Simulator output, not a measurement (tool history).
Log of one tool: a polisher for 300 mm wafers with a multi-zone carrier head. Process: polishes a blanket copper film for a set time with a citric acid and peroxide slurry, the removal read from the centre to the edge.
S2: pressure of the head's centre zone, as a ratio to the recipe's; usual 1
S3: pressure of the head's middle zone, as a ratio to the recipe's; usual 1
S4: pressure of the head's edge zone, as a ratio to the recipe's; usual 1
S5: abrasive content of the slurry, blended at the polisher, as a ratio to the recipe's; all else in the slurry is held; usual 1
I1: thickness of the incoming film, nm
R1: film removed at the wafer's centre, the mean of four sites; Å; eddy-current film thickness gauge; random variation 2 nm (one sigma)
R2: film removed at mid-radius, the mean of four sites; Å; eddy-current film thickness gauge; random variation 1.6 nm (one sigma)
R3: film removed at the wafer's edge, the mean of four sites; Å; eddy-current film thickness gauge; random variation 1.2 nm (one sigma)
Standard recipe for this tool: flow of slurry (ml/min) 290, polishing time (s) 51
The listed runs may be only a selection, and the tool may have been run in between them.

Run 1, hour 0: usual settings; I1 1227.1. Result: R1 1382 Å, R2 1335 Å, R3 1345 Å.
At hour 18.3: worn pad replaced by a new one.
Run 2, hour 18.8: usual settings but S2 0.96; I1 1229.6. Result: R1 1318 Å, R2 1381 Å, R3 1344 Å.
Run 3, hour 32.5: usual settings; I1 1233.2. Result: R1 1320 Å, R2 1352 Å, R3 1342 Å.
Run 4, hour 46.6: usual settings; I1 1244.4. Result: R1 1390 Å, R2 1350 Å, R3 1332 Å.
At hour 51.2: slurry nozzle cleaned.
Run 5, hour 61.7: usual settings; I1 1237.8. Result: R1 1386 Å, R2 1340 Å, R3 1376 Å.
Run 6, hour 77.4: usual settings but flow of slurry (ml/min) 230, S2 0.91, S3 0.96, polishing time (s) 44; I1 1225.4. Result: R1 1036 Å, R2 1105 Å, R3 1150 Å.
Run 7, hour 104: usual settings; I1 1240.4. Result: R1 1357 Å, R2 1344 Å, R3 1344 Å.
Run 8, hour 136.8: usual settings but S4 0.9; I1 1221.3. Result: R1 1353 Å, R2 1356 Å, R3 1288 Å.
Run 9, hour 156: usual settings but S2 1.04, S3 0.9; I1 1255.1. Result: R1 1426 Å, R2 1243 Å, R3 1346 Å.
At hour 185.6: worn pad replaced by a new one.
Run 10, hour 191.8: usual settings; I1 1236.2. Result: R1 1398 Å, R2 1356 Å, R3 1351 Å.
Run 11, hour 258.1: usual settings but S3 0.9, polishing time (s) 58; I1 1230.2. Result: R1 1523 Å, R2 1423 Å, R3 1520 Å.
Run 12, hour 271.6: usual settings but flow of slurry (ml/min) 200; I1 1215. Result: R1 1297 Å, R2 1291 Å, R3 1284 Å.
Run 13, hour 298.9: usual settings but flow of slurry (ml/min) 365, S4 1.12; I1 1223.9. Result: R1 1386 Å, R2 1424 Å, R3 1458 Å.
Run 14, hour 315.2: usual settings but flow of slurry (ml/min) 190; I1 1247.6. Result: R1 1304 Å, R2 1293 Å, R3 1299 Å.
Run 15, hour 334.1: usual settings but flow of slurry (ml/min) 225, S2 1.07, S5 1.25, polishing time (s) 38; I1 1245.3. Result: R1 1106 Å, R2 1038 Å, R3 1021 Å.
At hour 349.9: worn pad replaced by a new one.
Run 16, hour 350.4: usual settings; I1 1255.9. Result: R1 1392 Å, R2 1357 Å, R3 1350 Å.
Run 17, hour 375.9: usual settings but S5 0.9; I1 1244.3. Result: R1 1327 Å, R2 1339 Å, R3 1316 Å.
Run 18, hour 402.6: usual settings but S2 1.06, S3 1.08, S5 0.75; I1 1240.5. Result: R1 1346 Å, R2 1362 Å, R3 1276 Å.
Run 19, hour 437.4: usual settings but S2 0.91, S3 0.95, S4 0.88, polishing time (s) 62; I1 1247. Result: R1 1498 Å, R2 1618 Å, R3 1541 Å.
Run 20, hour 458.9: usual settings; I1 1227.5. Result: R1 1387 Å, R2 1354 Å, R3 1367 Å.

Predict each of these 5 candidate next runs independently; none follows another, all start after run 20:
Run A, hour 459.3: usual settings; I1 1260.6. Result: R1 ?, R2 ?, R3 ?.
Run B, hour 459.3: usual settings but S2 1.1, S3 1.11; I1 1260.6. Result: R1 ?, R2 ?, R3 ?.
Run C, hour 459.3: usual settings but S4 1.04, polishing time (s) 69; I1 1260.6. Result: R1 ?, R2 ?, R3 ?.
Run D, hour 459.3: usual settings but flow of slurry (ml/min) 245, S4 0.93, polishing time (s) 38; I1 1260.6. Result: R1 ?, R2 ?, R3 ?.
Run E, hour 459.3: usual settings but flow of slurry (ml/min) 345, S4 0.92, S5 1.2; I1 1260.6. Result: R1 ?, R2 ?, R3 ?.

run    R1    R2    R3
  A  1366  1349  1356
  B  1505  1455  1354
  C  1849  1825  1870
  D   997   986   962
  E  1439  1418  1365
Had the tool no hidden state, the same runs would have come out as:
run    R1    R2    R3
  A  1366  1349  1356
  B  1505  1455  1354
  C  1849  1825  1870
  D   997   986   962
  E  1439  1418  1365
